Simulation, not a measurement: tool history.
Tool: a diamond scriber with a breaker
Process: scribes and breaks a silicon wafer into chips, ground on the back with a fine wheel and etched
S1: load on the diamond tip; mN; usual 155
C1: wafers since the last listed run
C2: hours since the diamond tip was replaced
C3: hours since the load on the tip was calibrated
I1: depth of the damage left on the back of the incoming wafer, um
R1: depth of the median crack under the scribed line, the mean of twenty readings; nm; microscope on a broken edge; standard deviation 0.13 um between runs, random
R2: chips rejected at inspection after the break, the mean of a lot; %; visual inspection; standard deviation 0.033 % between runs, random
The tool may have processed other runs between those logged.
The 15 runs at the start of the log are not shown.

run	hour	S1	C1	C2	C3	I1	R1	R2
16	402.2	155	184	148.8	1445.6	0.57	10390	0.46
17	435.6	155	189	182.2	1479	0.7	10600	0.51
18	458.9	155	132	205.5	1502.3	0.36	10430	0.38
# hour 480.2: load on the tip recalibrated
19	494.4	175	190	241	14.2	0.65	11330	1.94
20	515.3	109	118	261.9	35.1	0.57	8370	13.8
21	542.2	155	152	288.8	62	0.46	10570	0.42
22	567	116	140	313.6	86.8	0.44	8560	8.73
23	597.1	112	170	343.7	116.9	0.31	8430	10.66
24	615.5	133	104	362.1	135.3	0.72	9360	3.34
25	642.3	176	152	388.9	162.1	0.73	10980	2.36
26	666.6	129	137	413.2	186.4	0.34	9260	4.17
27	693	114	149	439.6	212.8	0.33	8650	11.55
28	705.7	190	72	452.3	225.5	0.75	11770	5.14
29	730	155	137	476.6	249.8	0.67	10700	0.5
30	745.3	155	86	491.9	265.1	0.39	10370	0.41
31	763.5	194	103	510.1	283.3	0.74	12050	7.28
32	786.3	196	129	532.9	306.1	0.41	12430	6.54
33	806.9	139	116	553.5	326.7	0.76	9700	2.02
34	821	126	80	567.6	340.8	0.59	9020	5.55

Predict the results of run 35:
35	841.7	128	117	588.3	361.5	0.47	?	?

R1: 9210 nm
R2: 4.51 %
Without the tool's hidden state the same run would have given R1 9210 nm, R2 4.51 %.
